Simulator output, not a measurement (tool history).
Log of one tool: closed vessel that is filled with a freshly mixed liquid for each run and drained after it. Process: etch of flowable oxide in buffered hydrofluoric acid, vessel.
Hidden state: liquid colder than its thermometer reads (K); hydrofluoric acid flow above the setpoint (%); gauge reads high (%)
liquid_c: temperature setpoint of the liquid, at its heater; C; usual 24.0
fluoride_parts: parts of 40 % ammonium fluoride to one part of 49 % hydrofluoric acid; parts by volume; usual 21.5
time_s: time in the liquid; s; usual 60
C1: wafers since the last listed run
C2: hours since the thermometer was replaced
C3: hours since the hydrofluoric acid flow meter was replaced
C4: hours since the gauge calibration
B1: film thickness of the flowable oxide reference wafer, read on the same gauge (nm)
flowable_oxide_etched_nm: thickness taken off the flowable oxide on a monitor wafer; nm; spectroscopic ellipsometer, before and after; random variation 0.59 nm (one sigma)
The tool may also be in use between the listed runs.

run 1 hour=0.0 | liquid_c=24.0 fluoride_parts=21.5 time_s=70 | C1=0 C2=1632.6 C3=563.7 C4=754.1 | B1=40.04 | flowable_oxide_etched_nm=72.48
run 2 hour=44.6 | liquid_c=24.0 fluoride_parts=21.5 time_s=60 | C1=5338 C2=1677.2 C3=608.3 C4=798.7 | B1=40.01 | flowable_oxide_etched_nm=61.31
-- hour=45.1 gauge calibrated
run 3 hour=70.0 | liquid_c=26.5 fluoride_parts=21.5 time_s=60 | C1=3040 C2=1702.6 C3=633.7 C4=24.9 | B1=40.00 | flowable_oxide_etched_nm=71.52
run 4 hour=126.1 | liquid_c=26.5 fluoride_parts=21.5 time_s=60 | C1=6715 C2=1758.7 C3=689.8 C4=81.0 | B1=40.00 | flowable_oxide_etched_nm=71.12
run 5 hour=189.6 | liquid_c=26.5 fluoride_parts=21.5 time_s=60 | C1=7601 C2=1822.2 C3=753.3 C4=144.5 | B1=40.00 | flowable_oxide_etched_nm=72.06
run 6 hour=221.2 | liquid_c=20.0 fluoride_parts=21.5 time_s=60 | C1=3782 C2=1853.8 C3=784.9 C4=176.1 | B1=40.03 | flowable_oxide_etched_nm=51.12
run 7 hour=264.0 | liquid_c=20.0 fluoride_parts=21.5 time_s=60 | C1=5123 C2=1896.6 C3=827.7 C4=218.9 | B1=39.98 | flowable_oxide_etched_nm=50.96
run 8 hour=319.6 | liquid_c=20.0 fluoride_parts=21.5 time_s=60 | C1=6655 C2=1952.2 C3=883.3 C4=274.5 | B1=40.00 | flowable_oxide_etched_nm=50.39
run 9 hour=391.3 | liquid_c=23.0 fluoride_parts=27.0 time_s=60 | C1=8582 C2=2023.9 C3=955.0 C4=346.2 | B1=40.01 | flowable_oxide_etched_nm=50.38
run 10 hour=445.9 | liquid_c=24.0 fluoride_parts=21.5 time_s=60 | C1=6535 C2=2078.5 C3=1009.6 C4=400.8 | B1=40.01 | flowable_oxide_etched_nm=63.89
run 11 hour=511.9 | liquid_c=24.0 fluoride_parts=21.5 time_s=60 | C1=7900 C2=2144.5 C3=1075.6 C4=466.8 | B1=39.98 | flowable_oxide_etched_nm=63.97
-- hour=551.4 thermometer replaced
run 12 hour=577.5 | liquid_c=24.0 fluoride_parts=21.5 time_s=60 | C1=7732 C2=26.1 C3=1141.2 C4=532.4 | B1=39.98 | flowable_oxide_etched_nm=64.33
run 13 hour=607.2 | liquid_c=24.0 fluoride_parts=21.5 time_s=60 | C1=3555 C2=55.8 C3=1170.9 C4=562.1 | B1=40.00 | flowable_oxide_etched_nm=64.22
run 14 hour=665.8 | liquid_c=24.0 fluoride_parts=21.5 time_s=60 | C1=7014 C2=114.4 C3=1229.5 C4=620.7 | B1=40.01 | flowable_oxide_etched_nm=64.22
run 15 hour=701.9 | liquid_c=27.5 fluoride_parts=16.5 time_s=85 | C1=4321 C2=150.5 C3=1265.6 C4=656.8 | B1=40.01 | flowable_oxide_etched_nm=144.23
-- hour=705.6 hydrofluoric acid flow meter replaced
run 16 hour=751.1 | liquid_c=26.0 fluoride_parts=27.5 time_s=90 | C1=5769 C2=199.7 C3=45.5 C4=706.0 | B1=39.97 | flowable_oxide_etched_nm=85.11
-- hour=771.8 gauge calibrated
run 17 hour=790.7 | liquid_c=27.5 fluoride_parts=24.0 time_s=75 | C1=4740 C2=239.3 C3=85.1 C4=18.9 | B1=39.99 | flowable_oxide_etched_nm=83.70
run 18 hour=851.3 | liquid_c=24.0 fluoride_parts=21.5 time_s=60 | C1=7254 C2=299.9 C3=145.7 C4=79.5 | B1=40.05 | flowable_oxide_etched_nm=61.47
run 19 hour=879.5 | liquid_c=20.5 fluoride_parts=18.0 time_s=85 | C1=3375 C2=328.1 C3=173.9 C4=107.7 | B1=40.00 | flowable_oxide_etched_nm=82.99
run 20 hour=950.5 | liquid_c=22.5 fluoride_parts=30.0 time_s=80 | C1=8498 C2=399.1 C3=244.9 C4=178.7 | B1=40.01 | flowable_oxide_etched_nm=60.18
run 21 hour=1016.1 | liquid_c=20.5 fluoride_parts=21.5 time_s=60 | C1=7852 C2=464.7 C3=310.5 C4=244.3 | B1=39.99 | flowable_oxide_etched_nm=51.62
run 22 hour=1083.6 | liquid_c=24.0 fluoride_parts=21.5 time_s=60 | C1=8080 C2=532.2 C3=378.0 C4=311.8 | B1=40.01 | flowable_oxide_etched_nm=61.30
run 23 hour=1111.0 | liquid_c=24.0 fluoride_parts=21.5 time_s=60 | C1=3279 C2=559.6 C3=405.4 C4=339.2 | B1=40.00 | flowable_oxide_etched_nm=61.27
run 24 hour=1147.2 | liquid_c=24.0 fluoride_parts=19.0 time_s=60 | C1=4333 C2=595.8 C3=441.6 C4=375.4 | B1=40.00 | flowable_oxide_etched_nm=70.16
run 25 hour=1173.1 | liquid_c=24.0 fluoride_parts=13.0 time_s=30 | C1=3100 C2=621.7 C3=467.5 C4=401.3 | B1=39.99 | flowable_oxide_etched_nm=49.89

Measured less the same run without the tool's hidden state. The same run-to-run variation is in both; the gauge's scatter may not be:
run=1 flowable_oxide_etched_nm=+2.02
run=2 flowable_oxide_etched_nm=+1.83
run=3 flowable_oxide_etched_nm=+2.21
run=4 flowable_oxide_etched_nm=+2.37
run=5 flowable_oxide_etched_nm=+2.61
run=6 flowable_oxide_etched_nm=+1.93
run=7 flowable_oxide_etched_nm=+2.01
run=8 flowable_oxide_etched_nm=+2.11
run=9 flowable_oxide_etched_nm=+2.26
run=10 flowable_oxide_etched_nm=+3.01
run=11 flowable_oxide_etched_nm=+3.22
run=12 flowable_oxide_etched_nm=+3.49
run=13 flowable_oxide_etched_nm=+3.60
run=14 flowable_oxide_etched_nm=+3.82
run=15 flowable_oxide_etched_nm=+11.71
run=16 flowable_oxide_etched_nm=+0.20
run=17 flowable_oxide_etched_nm=+0.36
run=18 flowable_oxide_etched_nm=+0.43
run=19 flowable_oxide_etched_nm=+0.99
run=20 flowable_oxide_etched_nm=+0.70
run=21 flowable_oxide_etched_nm=+0.76
run=22 flowable_oxide_etched_nm=+1.08
run=23 flowable_oxide_etched_nm=+1.15
run=24 flowable_oxide_etched_nm=+2.05
run=25 flowable_oxide_etched_nm=+1.54
